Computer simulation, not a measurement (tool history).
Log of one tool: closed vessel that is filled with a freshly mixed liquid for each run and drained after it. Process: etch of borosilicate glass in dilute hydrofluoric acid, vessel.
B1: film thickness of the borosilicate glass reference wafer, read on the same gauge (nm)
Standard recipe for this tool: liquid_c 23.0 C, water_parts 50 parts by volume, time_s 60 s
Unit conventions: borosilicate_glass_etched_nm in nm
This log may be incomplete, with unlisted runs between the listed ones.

run 1 hour=0.0 | liquid_c=23.0 water_parts=50 time_s=60 | B1=109.99 | borosilicate_glass_etched_nm=27.15
run 2 hour=35.2 | liquid_c=23.0 water_parts=65 time_s=60 | B1=110.01 | borosilicate_glass_etched_nm=20.04
run 3 hour=63.5 | liquid_c=26.0 water_parts=50 time_s=60 | B1=110.01 | borosilicate_glass_etched_nm=30.08
run 4 hour=165.4 | liquid_c=23.0 water_parts=50 time_s=60 | B1=110.01 | borosilicate_glass_etched_nm=26.47
run 5 hour=184.1 | liquid_c=23.0 water_parts=50 time_s=60 | B1=109.98 | borosilicate_glass_etched_nm=26.55
run 6 hour=201.9 | liquid_c=19.5 water_parts=50 time_s=50 | B1=110.00 | borosilicate_glass_etched_nm=19.15
run 7 hour=229.1 | liquid_c=23.0 water_parts=50 time_s=60 | B1=110.00 | borosilicate_glass_etched_nm=26.46
run 8 hour=254.3 | liquid_c=23.0 water_parts=50 time_s=60 | B1=110.00 | borosilicate_glass_etched_nm=26.56
run 9 hour=282.6 | liquid_c=23.0 water_parts=50 time_s=60 | B1=110.03 | borosilicate_glass_etched_nm=26.51
run 10 hour=380.4 | liquid_c=23.0 water_parts=50 time_s=60 | B1=109.98 | borosilicate_glass_etched_nm=26.81
run 11 hour=408.7 | liquid_c=23.0 water_parts=50 time_s=60 | B1=110.01 | borosilicate_glass_etched_nm=26.55
run 12 hour=433.6 | liquid_c=23.0 water_parts=50 time_s=60 | B1=110.01 | borosilicate_glass_etched_nm=26.79
run 13 hour=458.9 | liquid_c=23.0 water_parts=50 time_s=60 | B1=110.00 | borosilicate_glass_etched_nm=26.79
run 14 hour=488.1 | liquid_c=23.0 water_parts=50 time_s=60 | B1=110.00 | borosilicate_glass_etched_nm=26.71
run 15 hour=500.8 | liquid_c=23.0 water_parts=50 time_s=60 | B1=110.02 | borosilicate_glass_etched_nm=26.90
run 16 hour=526.1 | liquid_c=23.0 water_parts=50 time_s=75 | B1=110.00 | borosilicate_glass_etched_nm=33.50
run 17 hour=559.5 | liquid_c=26.5 water_parts=45 time_s=30 | B1=110.03 | borosilicate_glass_etched_nm=16.69
run 18 hour=572.2 | liquid_c=23.0 water_parts=30 time_s=75 | B1=110.00 | borosilicate_glass_etched_nm=55.06
run 19 hour=586.8 | liquid_c=28.0 water_parts=30 time_s=90 | B1=110.02 | borosilicate_glass_etched_nm=83.25
run 20 hour=600.5 | liquid_c=23.0 water_parts=50 time_s=90 | B1=110.03 | borosilicate_glass_etched_nm=39.79
run 21 hour=616.7 | liquid_c=24.5 water_parts=50 time_s=95 | B1=110.00 | borosilicate_glass_etched_nm=44.57
run 22 hour=640.1 | liquid_c=23.0 water_parts=50 time_s=30 | B1=110.03 | borosilicate_glass_etched_nm=13.23
run 23 hour=734.2 | liquid_c=23.0 water_parts=50 time_s=60 | B1=110.01 | borosilicate_glass_etched_nm=26.63
run 24 hour=746.2 | liquid_c=26.0 water_parts=50 time_s=60 | B1=109.98 | borosilicate_glass_etched_nm=29.94
run 25 hour=778.8 | liquid_c=21.0 water_parts=50 time_s=45 | B1=110.01 | borosilicate_glass_etched_nm=18.44
run 26 hour=791.0 | liquid_c=23.0 water_parts=50 time_s=40 | B1=110.00 | borosilicate_glass_etched_nm=17.61
run 27 hour=818.3 | liquid_c=25.0 water_parts=50 time_s=60 | B1=110.00 | borosilicate_glass_etched_nm=29.03
run 28 hour=838.3 | liquid_c=19.0 water_parts=30 time_s=60 | B1=110.01 | borosilicate_glass_etched_nm=38.27
run 29 hour=860.4 | liquid_c=23.0 water_parts=50 time_s=60 | B1=109.99 | borosilicate_glass_etched_nm=26.62
run 30 hour=891.6 | liquid_c=23.0 water_parts=70 time_s=60 | B1=110.02 | borosilicate_glass_etched_nm=18.67
run 31 hour=908.5 | liquid_c=23.0 water_parts=50 time_s=60 | B1=110.00 | borosilicate_glass_etched_nm=26.78
run 32 hour=923.8 | liquid_c=25.0 water_parts=60 time_s=80 | B1=109.99 | borosilicate_glass_etched_nm=31.85
run 33 hour=958.4 | liquid_c=20.0 water_parts=60 time_s=35 | B1=110.01 | borosilicate_glass_etched_nm=11.28
run 34 hour=994.3 | liquid_c=25.0 water_parts=75 time_s=95 | B1=110.02 | borosilicate_glass_etched_nm=29.80

Withheld: 4 entries from between the runs. Position of each, and hidden state at the listed run before versus the listed run after:
In the gap between runs 1 and 2: hydrofluoric acid flow meter replaced (hour 29.0)
  liquid colder than its thermometer reads (K): 0.214 -> 0.248; hydrofluoric acid flow above the setpoint (%): 3.27 -> 0.726
  the result without the hidden state subtracted from the measured one, borosilicate_glass_etched_nm: +0.68 -> -0.05 nm
In the gap between runs 16 and 17: gauge calibrated (hour 531.1); hydrofluoric acid flow meter replaced (hour 558.3)
  liquid colder than its thermometer reads (K): 0.723 -> 0.756; hydrofluoric acid flow above the setpoint (%): 4.42 -> 0.117
  the result without the hidden state subtracted from the measured one, borosilicate_glass_etched_nm: +0.53 -> -0.50 nm
In the gap between runs 18 and 19: thermometer replaced (hour 581.8)
  liquid colder than its thermometer reads (K): 0.768 -> 0.082; hydrofluoric acid flow above the setpoint (%): 0.213 -> 0.323
  the result without the hidden state subtracted from the measured one, borosilicate_glass_etched_nm: -1.71 -> +0.02 nm
